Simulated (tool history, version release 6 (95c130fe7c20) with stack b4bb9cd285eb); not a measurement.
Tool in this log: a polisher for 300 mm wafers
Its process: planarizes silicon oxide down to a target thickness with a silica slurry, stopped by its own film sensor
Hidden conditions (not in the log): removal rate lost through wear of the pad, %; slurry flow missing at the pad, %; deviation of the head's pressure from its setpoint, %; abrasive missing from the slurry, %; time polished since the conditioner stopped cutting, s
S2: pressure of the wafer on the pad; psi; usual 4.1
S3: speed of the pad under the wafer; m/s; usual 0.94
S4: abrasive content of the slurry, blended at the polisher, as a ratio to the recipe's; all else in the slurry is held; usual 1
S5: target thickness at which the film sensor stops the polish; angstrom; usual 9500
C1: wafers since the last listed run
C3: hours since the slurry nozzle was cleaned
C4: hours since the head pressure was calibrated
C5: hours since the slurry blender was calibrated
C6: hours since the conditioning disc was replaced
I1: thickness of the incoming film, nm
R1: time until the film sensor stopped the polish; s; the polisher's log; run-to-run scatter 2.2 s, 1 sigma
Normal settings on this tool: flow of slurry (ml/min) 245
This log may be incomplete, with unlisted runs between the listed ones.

Run 1, hour 0: usual settings; C1 0; wafers polished on this pad 2254; C3 307.8; C4 121.3; C5 250; C6 591.3; I1 1319.2. Result: R1 176.4 s.
Run 2, hour 63.3: usual settings but flow of slurry (ml/min) 190, S3 0.82 m/s; C1 306; wafers polished on this pad 2560; C3 371.1; C4 184.6; C5 313.3; C6 654.6; I1 1324.4. Result: R1 201.4 s.
Run 3, hour 133.2: usual settings but S3 1.08 m/s; C1 338; wafers polished on this pad 2899; C3 441; C4 254.5; C5 383.2; C6 724.5; I1 1348.1. Result: R1 172.8 s.
At hour 180: conditioning disc replaced and pad reconditioned.
Run 4, hour 215.7: usual settings but S3 1.08 m/s; C1 390; wafers polished on this pad 3289; C3 523.5; C4 337; C5 465.7; C6 35.7; I1 1304.5. Result: R1 156.7 s.
At hour 250.1: worn pad replaced by a new one.
Run 5, hour 299.3: usual settings but S2 3.3 psi, S4 1.1; C1 385; wafers polished on this pad 238; C3 607.1; C4 420.6; C5 549.3; C6 119.3; I1 1328.1. Result: R1 211.9 s.
At hour 314.7: slurry nozzle cleaned.
Run 6, hour 359: usual settings but S4 1.05; C1 284; wafers polished on this pad 522; C3 44.3; C4 480.3; C5 609; C6 179; I1 1318.6. Result: R1 180 s.
Run 7, hour 402.1: usual settings but S4 1.05; C1 208; wafers polished on this pad 731; C3 87.4; C4 523.4; C5 652.1; C6 222.1; I1 1315.2. Result: R1 179.3 s.
Run 8, hour 441.3: usual settings but flow of slurry (ml/min) 215, S2 2.8 psi, S5 8640 angstrom; C1 189; wafers polished on this pad 921; C3 126.6; C4 562.6; C5 691.3; C6 261.3; I1 1341.2. Result: R1 351 s.
At hour 466.1: slurry blender recalibrated.
Run 9, hour 544.3: usual settings but S2 5.3 psi, S3 1.08 m/s, S5 10390 angstrom; C1 489; wafers polished on this pad 1410; C3 229.6; C4 665.6; C5 78.2; C6 364.3; I1 1329.3. Result: R1 94.3 s.
At hour 639.8: head pressure recalibrated.
Run 10, hour 640.2: usual settings but S2 3.5 psi, S3 1.22 m/s; C1 454; wafers polished on this pad 1865; C3 325.5; C4 0.4; C5 174.1; C6 460.2; I1 1336.4. Result: R1 171.8 s.
Run 11, hour 740: usual settings but S3 1.14 m/s; C1 483; wafers polished on this pad 2349; C3 425.3; C4 100.2; C5 273.9; C6 560; I1 1318.6. Result: R1 151.4 s.
At hour 781.2: conditioning disc replaced and pad reconditioned.
Run 12, hour 789.1: usual settings but flow of slurry (ml/min) 210, S3 1.24 m/s, S5 8970 angstrom; C1 228; wafers polished on this pad 2577; C3 474.4; C4 149.3; C5 323; C6 7.9; I1 1338.7. Result: R1 181.1 s.
At hour 866.3: worn pad replaced by a new one.
Run 13, hour 892.4: usual settings but S2 5.4 psi; C1 481; wafers polished on this pad 126; C3 577.7; C4 252.6; C5 426.3; C6 111.2; I1 1342.7. Result: R1 154.5 s.
At hour 940.1: slurry nozzle cleaned.
At hour 1048: slurry blender recalibrated.
Run 14, hour 1177.5: usual settings but S2 4.6 psi, S3 1.14 m/s, S4 0.9, S5 8420 angstrom; C1 1366; wafers polished on this pad 1493; C3 237.4; C4 537.7; C5 129.5; C6 396.3; I1 1324.6. Result: R1 190.3 s.
Run 15, hour 1249.3: usual settings but flow of slurry (ml/min) 295, S5 10540 angstrom; C1 347; wafers polished on this pad 1841; C3 309.2; C4 609.5; C5 201.3; C6 468.1; I1 1306. Result: R1 118.2 s.
At hour 1307.8: head pressure recalibrated.
At hour 1389.6: conditioning disc replaced and pad reconditioned.
At hour 1550.7: slurry nozzle cleaned.
Run 16, hour 1560.2: usual settings; C1 1482; wafers polished on this pad 3323; C3 9.5; C4 252.4; C5 512.2; C6 170.6; I1 1320.7. Result: R1 186.8 s.
At hour 1582.6: worn pad replaced by a new one.
Run 17, hour 1624.8: usual settings but S3 1.24 m/s, S5 10430 angstrom; C1 293; wafers polished on this pad 204; C3 74.1; C4 317; C5 576.8; C6 235.2; I1 1353.1. Result: R1 129.1 s.
Run 18, hour 1683.3: usual settings but S3 0.62 m/s; C1 283; wafers polished on this pad 487; C3 132.6; C4 375.5; C5 635.3; C6 293.7; I1 1345.7. Result: R1 294 s.
Run 19, hour 1721.6: usual settings but flow of slurry (ml/min) 165, S4 1.2, S5 8630 angstrom; C1 185; wafers polished on this pad 673; C3 170.9; C4 413.8; C5 673.6; C6 332; I1 1347.7. Result: R1 229.4 s.
At hour 1787.7: slurry blender recalibrated.
Run 20, hour 1886.1: usual settings but flow of slurry (ml/min) 190, S3 0.82 m/s; C1 787; wafers polished on this pad 1460; C3 335.4; C4 578.3; C5 98.4; C6 496.5; I1 1320. Result: R1 195.6 s.
Run 21, hour 1928.2: usual settings but flow of slurry (ml/min) 175, S5 8420 angstrom; C1 203; wafers polished on this pad 1664; C3 377.5; C4 620.4; C5 140.5; C6 538.6; I1 1336.7. Result: R1 240.6 s.
At hour 1997.4: head pressure recalibrated.
Run 22, hour 2016.9: usual settings but S3 1.1 m/s, S4 1.1; C1 420; wafers polished on this pad 2084; C3 466.2; C4 19.5; C5 229.2; C6 627.3; I1 1323.2. Result: R1 147.7 s.
At hour 2054.3: conditioning disc replaced and pad reconditioned.
Run 23, hour 2083.2: usual settings but flow of slurry (ml/min) 190, S5 8690 angstrom; C1 311; wafers polished on this pad 2396; C3 532.5; C4 85.8; C5 295.5; C6 28.9; I1 1344.3. Result: R1 237.9 s.
Run 24, hour 2149.1: usual settings but flow of slurry (ml/min) 315; C1 319; wafers polished on this pad 2715; C3 598.4; C4 151.7; C5 361.4; C6 94.8; I1 1330.3. Result: R1 184.3 s.
Run 25, hour 2235.1: usual settings; C1 416; wafers polished on this pad 3132; C3 684.4; C4 237.7; C5 447.4; C6 180.8; I1 1316. Result: R1 181.3 s.
At hour 2239.9: worn pad replaced by a new one.
At hour 2280.3: slurry nozzle cleaned.
Run 26, hour 2309.4: usual settings but flow of slurry (ml/min) 205, S5 9850 angstrom; C1 335; wafers polished on this pad 332; C3 29.1; C4 312; C5 521.7; C6 255.1; I1 1338.3. Result: R1 187.1 s.

Below are 3 alternative next runs, each starting from the tool's condition after run 26. Predict each:
Run A, hour 2309.9: usual settings but S3 1.2 m/s; C1 2; wafers polished on this pad 334; C3 29.6; C4 312.5; C5 522.2; C6 255.6; I1 1316. Result: R1 ?.
Run B, hour 2309.9: usual settings but S2 5.1 psi, S3 1.02 m/s, S4 0.75, S5 9110 angstrom; C1 2; wafers polished on this pad 334; C3 29.6; C4 312.5; C5 522.2; C6 255.6; I1 1316. Result: R1 ?.
Run C, hour 2309.9: usual settings but flow of slurry (ml/min) 215, S2 2.9 psi, S3 0.78 m/s, S4 1.1; C1 2; wafers polished on this pad 334; C3 29.6; C4 312.5; C5 522.2; C6 255.6; I1 1316. Result: R1 ?.

run     R1
  A  152.7
  B  220.1
  C  271.3
With no hidden state in the tool, these same runs would have given:
run     R1
  A  133.2
  B  184.7
  C  239.1
